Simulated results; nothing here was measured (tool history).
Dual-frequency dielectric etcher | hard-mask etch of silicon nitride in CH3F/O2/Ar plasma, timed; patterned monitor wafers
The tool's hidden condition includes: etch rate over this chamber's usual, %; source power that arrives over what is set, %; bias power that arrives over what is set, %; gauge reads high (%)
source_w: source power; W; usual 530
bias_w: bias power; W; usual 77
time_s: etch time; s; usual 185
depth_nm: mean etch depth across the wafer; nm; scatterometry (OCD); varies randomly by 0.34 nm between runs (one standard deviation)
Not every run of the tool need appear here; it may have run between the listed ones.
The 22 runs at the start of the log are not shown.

| run | hour | source_w | bias_w | time_s | wafers since the last listed run | hours since the last wet clean | hours since the last source power generator calibration | hours since the last bias power generator calibration | hours since the last upper electrode change | hours since the gauge calibration | read-back reference wafer on the same gauge, depth_nm | depth_nm |
|---|---|---|---|---|---|---|---|---|---|---|---|---|
|  | 567.9 | bias power generator calibrated |
| 23 | 586.4 | 530 | 77 | 185 | 143 | 119.4 | 184.3 | 18.5 | 201.7 | 255.4 | 119.3 | 136.3 |
| 24 | 621.2 | 530 | 67 | 166.5 | 169 | 154.2 | 219.1 | 53.3 | 236.5 | 290.2 | 119.3 | 117.5 |
| 25 | 639.9 | 530 | 77 | 185 | 91 | 172.9 | 237.8 | 72 | 255.2 | 308.9 | 119.1 | 136.2 |
| 26 | 663.3 | 530 | 71 | 185 | 114 | 196.3 | 261.2 | 95.4 | 278.6 | 332.3 | 119 | 131.9 |
| 27 | 690.4 | 630 | 82 | 142 | 132 | 223.4 | 288.3 | 122.5 | 305.7 | 359.4 | 118.9 | 112.3 |
| 28 | 713.9 | 530 | 77 | 185 | 114 | 246.9 | 311.8 | 146 | 329.2 | 382.9 | 119 | 136.3 |
| 29 | 754.1 | 470 | 82 | 144.5 | 196 | 287.1 | 352 | 186.2 | 369.4 | 423.1 | 118.7 | 104.3 |
| 30 | 775.8 | 610 | 72 | 145 | 105 | 308.8 | 373.7 | 207.9 | 391.1 | 444.8 | 118.5 | 108.3 |
| 31 | 803.1 | 640 | 93 | 204 | 133 | 336.1 | 401 | 235.2 | 418.4 | 472.1 | 118.6 | 168.7 |

Below are 3 alternative next runs, each starting from the tool's condition after run 31. Predict each:
| A | 803.6 | 530 | 77 | 185 | 2 | 336.6 | 401.5 | 235.7 | 418.9 | 472.6 | ? | ? |
| B | 803.6 | 420 | 93 | 206 | 2 | 336.6 | 401.5 | 235.7 | 418.9 | 472.6 | ? | ? |
| C | 803.6 | 620 | 62 | 185 | 2 | 336.6 | 401.5 | 235.7 | 418.9 | 472.6 | ? | ? |

| run | read-back reference wafer on the same gauge, depth_nm | depth_nm |
|---|---|---|
| A | 118.5 | 136 |
| B | 118.5 | 151 |
| C | 118.5 | 133.2 |
With the hidden condition removed and each run's random variation left untouched, the same runs would have given:
| run | depth_nm |
|---|---|
| A | 137.8 |
| B | 153 |
| C | 135 |

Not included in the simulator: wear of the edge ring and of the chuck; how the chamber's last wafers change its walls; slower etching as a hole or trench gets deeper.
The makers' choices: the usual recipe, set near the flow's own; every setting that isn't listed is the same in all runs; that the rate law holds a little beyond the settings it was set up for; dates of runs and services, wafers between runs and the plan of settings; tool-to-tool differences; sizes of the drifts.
